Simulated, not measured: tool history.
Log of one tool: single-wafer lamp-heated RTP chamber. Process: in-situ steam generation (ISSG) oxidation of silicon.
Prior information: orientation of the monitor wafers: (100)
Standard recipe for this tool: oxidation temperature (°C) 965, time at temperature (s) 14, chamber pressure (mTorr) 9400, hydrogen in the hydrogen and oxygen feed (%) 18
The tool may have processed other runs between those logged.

| run | hour | oxidation temperature (°C) | time at temperature (s) | chamber pressure (mTorr) | hydrogen in the hydrogen and oxygen feed (%) | read-back reference wafer on the same gauge, thickness | oxide thickness on the monitor wafer (nm) |
|---|---|---|---|---|---|---|---|
| 1 | 0 | 965 | 14 | 9400 | 18 | 4.56 | 3.899 |
|  | 76.1 | gauge calibrated |
| 2 | 89.4 | 965 | 14 | 9400 | 18 | 4.561 | 3.914 |
|  | 110 | pyrometer window cleaned and pyrometer calibrated |
| 3 | 169 | 965 | 14 | 9400 | 18 | 4.561 | 3.879 |
| 4 | 218.3 | 965 | 14 | 9400 | 18 | 4.559 | 3.887 |
|  | 410.3 | pyrometer window cleaned and pyrometer calibrated |
| 5 | 500.4 | 965 | 14 | 9400 | 18 | 4.559 | 3.969 |
| 6 | 547.8 | 965 | 14 | 9400 | 18 | 4.561 | 3.998 |
| 7 | 608.4 | 956 | 14 | 9400 | 18 | 4.56 | 3.889 |
|  | 640 | pressure gauge zeroed |
| 8 | 698.8 | 956 | 14 | 9400 | 18 | 4.559 | 3.884 |
|  | 744.2 | pyrometer window cleaned and pyrometer calibrated, repeated, since the last time left the tool worse |
| 9 | 755.4 | 956 | 14 | 9400 | 18 | 4.56 | 3.755 |
| 10 | 853.1 | 965 | 9 | 10000 | 11 | 4.561 | 2.889 |
|  | 889.5 | hydrogen flow controller replaced |
| 11 | 943.6 | 965 | 14 | 9400 | 27 | 4.561 | 4.3 |
| 12 | 1044.7 | 965 | 14 | 9400 | 18 | 4.559 | 3.914 |
|  | 1073.3 | pyrometer window cleaned and pyrometer calibrated |
| 13 | 1087.4 | 965 | 14 | 9400 | 18 | 4.56 | 3.871 |
| 14 | 1165.2 | 970 | 14 | 8300 | 18 | 4.561 | 3.999 |
|  | 1178.3 | gauge calibrated |
| 15 | 1225.1 | 954 | 10 | 8000 | 22 | 4.561 | 3.535 |
| 16 | 1303.3 | 951 | 11 | 10200 | 14 | 4.56 | 3.179 |
| 17 | 1402.8 | 976 | 10 | 8400 | 24 | 4.56 | 3.813 |
|  | 1429.2 | pyrometer window cleaned and pyrometer calibrated |
| 18 | 1508.7 | 965 | 14 | 9400 | 15 | 4.561 | 3.73 |
| 19 | 1588.7 | 980 | 17 | 9400 | 18 | 4.561 | 4.439 |

Results per run with the tool's hidden condition removed, run-to-run variation unchanged:
Hidden state at play: true wafer temperature minus pyrometer reading, K; true pressure minus gauge reading, Torr; deviation of the hydrogen flow from its setpoint, %; gauge reads high (%).
| run | oxide thickness on the monitor wafer (nm) |
|---|---|
| 1 | 3.845 |
| 2 | 3.854 |
| 3 | 3.855 |
| 4 | 3.852 |
| 5 | 3.84 |
| 6 | 3.859 |
| 7 | 3.755 |
| 8 | 3.746 |
| 9 | 3.745 |
| 10 | 2.864 |
| 11 | 4.242 |
| 12 | 3.857 |
| 13 | 3.861 |
| 14 | 3.963 |
| 15 | 3.503 |
| 16 | 3.146 |
| 17 | 3.763 |
| 18 | 3.701 |
| 19 | 4.38 |
